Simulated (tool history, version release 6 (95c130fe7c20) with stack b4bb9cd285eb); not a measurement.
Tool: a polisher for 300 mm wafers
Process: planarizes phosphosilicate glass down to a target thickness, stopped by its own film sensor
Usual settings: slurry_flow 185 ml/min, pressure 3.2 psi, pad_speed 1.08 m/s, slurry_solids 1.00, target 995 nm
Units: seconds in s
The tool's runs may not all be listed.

run    hour  slurry_flow  pressure  pad_speed  slurry_solids  target  incoming thickness of the incoming film, nm  seconds
  1     0.0          150       3.2       1.08           1.25     995                                       1587.6     58.2
       35.9  -- conditioning disc replaced and pad reconditioned
  2    80.0          150       3.2       1.08           1.25     995                                       1630.9     67.1
  3   126.1          150       3.2       1.08           1.25     995                                       1626.2     68.4
  4   203.2          185       3.2       1.08           1.00     995                                       1624.2     75.6
      234.6  -- worn pad replaced by a new one
  5   272.2          185       3.2       1.08           1.00     995                                       1614.0     76.9
  6   322.9          185       3.2       1.08           1.00     995                                       1593.9     75.4
      368.6  -- conditioning disc replaced and pad reconditioned
  7   420.2          185       3.2       1.08           1.00     995                                       1614.3     77.5
      423.8  -- slurry blender recalibrated
      484.7  -- head pressure recalibrated
  8   521.8          185       3.2       1.08           1.00     995                                       1623.8     76.5
  9   586.0          225       3.2       1.08           1.00     885                                       1615.5     86.3
      633.9  -- worn pad replaced by a new one
      641.1  -- slurry nozzle cleaned
 10   685.7          225       3.2       1.08           1.00     885                                       1642.3     87.2
      758.0  -- conditioning disc replaced and pad reconditioned
 11   759.9          185       3.2       1.08           1.00     995                                       1622.8     74.9
 12   845.0          185       3.2       1.08           1.00     995                                       1616.5     76.8
      917.2  -- slurry blender recalibrated
 13   947.4          170       3.2       1.08           1.00     995                                       1641.2     70.9
 14  1014.8          145       4.2       0.72           1.20     995                                       1651.0     70.7
     1031.4  -- worn pad replaced by a new one
 15  1069.6          185       3.6       1.44           1.25    1205                                       1616.8     32.4
 16  1109.6          210       3.2       1.20           1.25    1115                                       1616.9     50.2
     1142.2  -- conditioning disc replaced and pad reconditioned
     1177.2  -- head pressure recalibrated
 17  1193.0          125       3.2       1.24           1.00     995                                       1610.6     76.3
 18  1247.7          185       4.3       1.30           1.00     995                                       1647.4     57.5
 19  1342.2          235       3.2       1.20           1.00     995                                       1596.2     68.4
     1369.8  -- slurry nozzle cleaned
     1392.7  -- worn pad replaced by a new one
     1413.6  -- slurry blender recalibrated
 20  1422.0          185       3.2       1.08           1.00     995                                       1622.7     66.3
     1514.8  -- conditioning disc replaced and pad reconditioned
 21  1525.0          240       3.2       1.08           1.15     995                                       1635.3     65.6
 22  1613.5          185       3.2       1.46           1.20     995                                       1615.5     54.7
 23  1695.1          245       3.2       1.32           1.20    1071                                       1652.6     53.1
     1789.1  -- worn pad replaced by a new one
 24  1801.3          225       3.2       1.08           1.00     885                                       1645.8     91.1

Forecast each of these 3 alternatives for the next run:
  A  1801.7          130       3.2       1.08           1.00     995                                       1618.9        ?
  B  1801.7          185       3.2       1.08           0.90     995                                       1618.9        ?
  C  1801.7          140       2.4       1.08           1.15    1166                                       1618.9        ?

run  seconds
  A     84.1
  B     84.0
  C     70.9
Without the tool's hidden state the same runs would have given:
run  seconds
  A     70.0
  B     70.2
  C     59.7
